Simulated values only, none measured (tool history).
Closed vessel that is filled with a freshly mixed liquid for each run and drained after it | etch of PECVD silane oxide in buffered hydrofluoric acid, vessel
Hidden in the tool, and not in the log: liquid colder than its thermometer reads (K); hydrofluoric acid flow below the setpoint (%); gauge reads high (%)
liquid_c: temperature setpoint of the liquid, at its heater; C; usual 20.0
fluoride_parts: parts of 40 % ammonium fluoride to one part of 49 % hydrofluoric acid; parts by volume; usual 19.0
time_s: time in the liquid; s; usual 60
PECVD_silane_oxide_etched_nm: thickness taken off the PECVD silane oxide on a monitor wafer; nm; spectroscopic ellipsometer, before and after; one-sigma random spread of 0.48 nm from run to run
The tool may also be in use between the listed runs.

run,hour,liquid_c,fluoride_parts,time_s,wafers since the last listed run,hours since the thermometer was replaced,hours since the hydrofluoric acid flow meter was replaced,hours since the gauge calibration,"read-back film thickness of the PECVD silane oxide reference wafer, read on the same gauge (nm)",PECVD_silane_oxide_etched_nm
1,0.0,20.0,19.0,60,0,687.1,956.5,177.4,119.99,51.68
# hour 21.4: gauge calibrated
2,46.7,20.0,19.0,35,3259,733.8,1003.2,25.3,120.00,29.59
3,58.8,20.0,19.0,60,844,745.9,1015.3,37.4,120.01,50.74
4,71.4,20.0,19.0,60,879,758.5,1027.9,50.0,119.98,50.76
5,80.6,20.0,19.0,60,642,767.7,1037.1,59.2,119.97,51.95
6,93.1,20.0,19.0,75,872,780.2,1049.6,71.7,120.01,63.59
7,101.4,20.0,19.0,75,579,788.5,1057.9,80.0,120.01,62.51
8,111.6,23.5,19.0,60,711,798.7,1068.1,90.2,120.00,61.81
9,120.9,20.0,19.0,80,649,808.0,1077.4,99.5,120.00,67.68
10,135.3,20.0,19.0,80,1005,822.4,1091.8,113.9,120.03,67.02
# hour 143.1: hydrofluoric acid flow meter replaced
11,151.3,20.0,19.0,80,1047,838.4,8.2,129.9,120.01,68.42
12,162.2,24.0,19.0,60,760,849.3,19.1,140.8,120.00,63.10
13,175.8,20.0,22.0,60,949,862.9,32.7,154.4,120.00,45.77
14,185.3,21.5,25.0,50,663,872.4,42.2,163.9,120.00,38.24
15,197.4,20.0,19.0,60,844,884.5,54.3,176.0,119.99,51.68
16,206.3,20.0,19.0,60,621,893.4,63.2,184.9,119.99,50.34
17,222.8,23.0,19.0,35,1151,909.9,79.7,201.4,120.00,35.13
# hour 226.8: thermometer replaced
18,234.4,20.0,19.0,60,739,7.6,91.3,213.0,120.01,51.38
# hour 246.8: gauge calibrated
19,251.7,20.0,25.5,60,1207,24.9,108.6,4.9,120.01,40.76
20,283.5,20.0,22.5,95,2219,56.7,140.4,36.7,120.01,70.86
21,291.6,21.5,19.0,60,565,64.8,148.5,44.8,120.00,55.31
22,304.3,22.0,19.0,60,886,77.5,161.2,57.5,120.00,57.01
23,312.5,17.0,19.0,60,572,85.7,169.4,65.7,119.99,42.85
24,319.5,20.0,19.0,45,488,92.7,176.4,72.7,120.00,37.97
25,325.9,23.5,22.5,60,446,99.1,182.8,79.1,119.99,55.12
26,332.1,18.5,25.0,40,432,105.3,189.0,85.3,119.99,25.98
27,340.9,24.5,25.0,80,614,114.1,197.8,94.1,119.99,71.39

5 options for the next run, each taken on its own from the tool as it stands now. Forecast them:
A,341.6,20.0,19.0,60,48,114.8,198.5,94.8,?,?
B,341.6,17.0,16.5,35,48,114.8,198.5,94.8,?,?
C,341.6,17.0,19.0,30,48,114.8,198.5,94.8,?,?
D,341.6,22.5,19.0,60,48,114.8,198.5,94.8,?,?
E,341.6,17.5,19.0,60,48,114.8,198.5,94.8,?,?

run,"read-back film thickness of the PECVD silane oxide reference wafer, read on the same gauge (nm)",PECVD_silane_oxide_etched_nm
A,119.99,50.67
B,119.99,28.66
C,119.99,21.37
D,119.99,58.24
E,119.99,43.98
Without the tool's unlogged condition, the same runs would have read:
run,PECVD_silane_oxide_etched_nm
A,50.67
B,28.66
C,21.37
D,58.24
E,43.98

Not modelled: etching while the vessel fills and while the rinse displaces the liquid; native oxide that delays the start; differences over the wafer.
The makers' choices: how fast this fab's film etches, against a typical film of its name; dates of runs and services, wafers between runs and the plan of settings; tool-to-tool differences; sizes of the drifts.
